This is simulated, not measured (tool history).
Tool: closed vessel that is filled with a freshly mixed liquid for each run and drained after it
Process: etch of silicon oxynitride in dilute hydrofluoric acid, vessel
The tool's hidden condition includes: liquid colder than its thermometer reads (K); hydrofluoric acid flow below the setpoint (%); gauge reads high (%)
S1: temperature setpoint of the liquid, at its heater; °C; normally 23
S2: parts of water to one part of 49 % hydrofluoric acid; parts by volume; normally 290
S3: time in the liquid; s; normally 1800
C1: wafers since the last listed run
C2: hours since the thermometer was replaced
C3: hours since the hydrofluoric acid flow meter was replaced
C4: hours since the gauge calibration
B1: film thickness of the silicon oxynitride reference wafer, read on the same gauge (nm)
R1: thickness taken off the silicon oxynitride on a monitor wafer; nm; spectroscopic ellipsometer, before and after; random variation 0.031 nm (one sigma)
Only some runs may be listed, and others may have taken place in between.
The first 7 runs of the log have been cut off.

{"run": 8, "hour": 67.9, "S1": 23, "S2": 290, "S3": 2100, "C1": 363, "C2": 2483.4, "C3": 1037.5, "C4": 236.9, "B1": 100.01, "R1": 7.88}
{"run": 9, "hour": 80.6, "S1": 23, "S2": 290, "S3": 1800, "C1": 688, "C2": 2496.1, "C3": 1050.2, "C4": 249.6, "B1": 100, "R1": 6.77}
{"run": 10, "hour": 90.9, "S1": 23, "S2": 290, "S3": 1800, "C1": 558, "C2": 2506.4, "C3": 1060.5, "C4": 259.9, "B1": 99.97, "R1": 6.72}
{"run": 11, "hour": 106.3, "S1": 23, "S2": 290, "S3": 1800, "C1": 834, "C2": 2521.8, "C3": 1075.9, "C4": 275.3, "B1": 100.03, "R1": 6.74}
{"run": 12, "hour": 112.5, "S1": 23, "S2": 250, "S3": 1800, "C1": 335, "C2": 2528, "C3": 1082.1, "C4": 281.5, "B1": 99.98, "R1": 8.05}
{"hour": 121.2, "done": "thermometer replaced"}
{"run": 13, "hour": 124.1, "S1": 23, "S2": 250, "S3": 1800, "C1": 574, "C2": 2.9, "C3": 1093.7, "C4": 293.1, "B1": 100.03, "R1": 8.97}
{"run": 14, "hour": 131.6, "S1": 26.5, "S2": 190, "S3": 1185, "C1": 406, "C2": 10.4, "C3": 1101.2, "C4": 300.6, "B1": 99.99, "R1": 9.47}
{"run": 15, "hour": 147.4, "S1": 19.5, "S2": 290, "S3": 1800, "C1": 856, "C2": 26.2, "C3": 1117, "C4": 316.4, "B1": 100, "R1": 6.45}
{"run": 16, "hour": 164.6, "S1": 23, "S2": 250, "S3": 1800, "C1": 931, "C2": 43.4, "C3": 1134.2, "C4": 333.6, "B1": 100, "R1": 8.84}
{"run": 17, "hour": 180.3, "S1": 23, "S2": 385, "S3": 1800, "C1": 850, "C2": 59.1, "C3": 1149.9, "C4": 349.3, "B1": 99.99, "R1": 5.21}
{"run": 18, "hour": 187.6, "S1": 23, "S2": 290, "S3": 1800, "C1": 395, "C2": 66.4, "C3": 1157.2, "C4": 356.6, "B1": 100.02, "R1": 7.39}
{"run": 19, "hour": 199.6, "S1": 23, "S2": 290, "S3": 1800, "C1": 650, "C2": 78.4, "C3": 1169.2, "C4": 368.6, "B1": 99.98, "R1": 7.39}
{"run": 20, "hour": 212.9, "S1": 27.5, "S2": 175, "S3": 2625, "C1": 720, "C2": 91.7, "C3": 1182.5, "C4": 381.9, "B1": 99.98, "R1": 23.69}
{"run": 21, "hour": 228.1, "S1": 20, "S2": 340, "S3": 1120, "C1": 823, "C2": 106.9, "C3": 1197.7, "C4": 397.1, "B1": 99.98, "R1": 3.31}
{"hour": 231.2, "done": "gauge calibrated"}
{"run": 22, "hour": 243.8, "S1": 23, "S2": 290, "S3": 1800, "C1": 850, "C2": 122.6, "C3": 1213.4, "C4": 12.6, "B1": 99.99, "R1": 7.4}
{"hour": 253.2, "done": "hydrofluoric acid flow meter replaced"}
{"run": 23, "hour": 254.4, "S1": 19.5, "S2": 165, "S3": 1800, "C1": 520, "C2": 133.2, "C3": 1.2, "C4": 23.2, "B1": 100.02, "R1": 13.17}
{"run": 24, "hour": 261.1, "S1": 21, "S2": 230, "S3": 1060, "C1": 363, "C2": 139.9, "C3": 7.9, "C4": 29.9, "B1": 100.01, "R1": 5.64}
{"run": 25, "hour": 272.3, "S1": 27.5, "S2": 195, "S3": 2075, "C1": 606, "C2": 151.1, "C3": 19.1, "C4": 41.1, "B1": 100, "R1": 17.9}
{"run": 26, "hour": 284.5, "S1": 23, "S2": 335, "S3": 1185, "C1": 661, "C2": 163.3, "C3": 31.3, "C4": 53.3, "B1": 100.04, "R1": 4.43}
{"run": 27, "hour": 301.8, "S1": 23, "S2": 335, "S3": 1800, "C1": 937, "C2": 180.6, "C3": 48.6, "C4": 70.6, "B1": 99.99, "R1": 6.75}
{"run": 28, "hour": 309.3, "S1": 23, "S2": 250, "S3": 1395, "C1": 406, "C2": 188.1, "C3": 56.1, "C4": 78.1, "B1": 99.99, "R1": 7.37}
{"run": 29, "hour": 323.0, "S1": 23, "S2": 290, "S3": 1800, "C1": 742, "C2": 201.8, "C3": 69.8, "C4": 91.8, "B1": 100, "R1": 7.94}
{"run": 30, "hour": 333.0, "S1": 23, "S2": 290, "S3": 1800, "C1": 541, "C2": 211.8, "C3": 79.8, "C4": 101.8, "B1": 100, "R1": 7.99}
{"run": 31, "hour": 341.3, "S1": 23, "S2": 290, "S3": 1800, "C1": 449, "C2": 220.1, "C3": 88.1, "C4": 110.1, "B1": 99.99, "R1": 7.97}

Run 32, settings as shown, results not yet in. Your forecast:
{"run": 32, "hour": 353.3, "S1": 23, "S2": 380, "S3": 1800, "C1": 650, "C2": 232.1, "C3": 100.1, "C4": 122.1, "B1": "?", "R1": "?"}

Run 32 yielded B1 99.99, R1 5.73 nm.
Take away the tool's hidden state, keep the run-to-run variation as it was, and the same run would have given R1 5.95 nm.
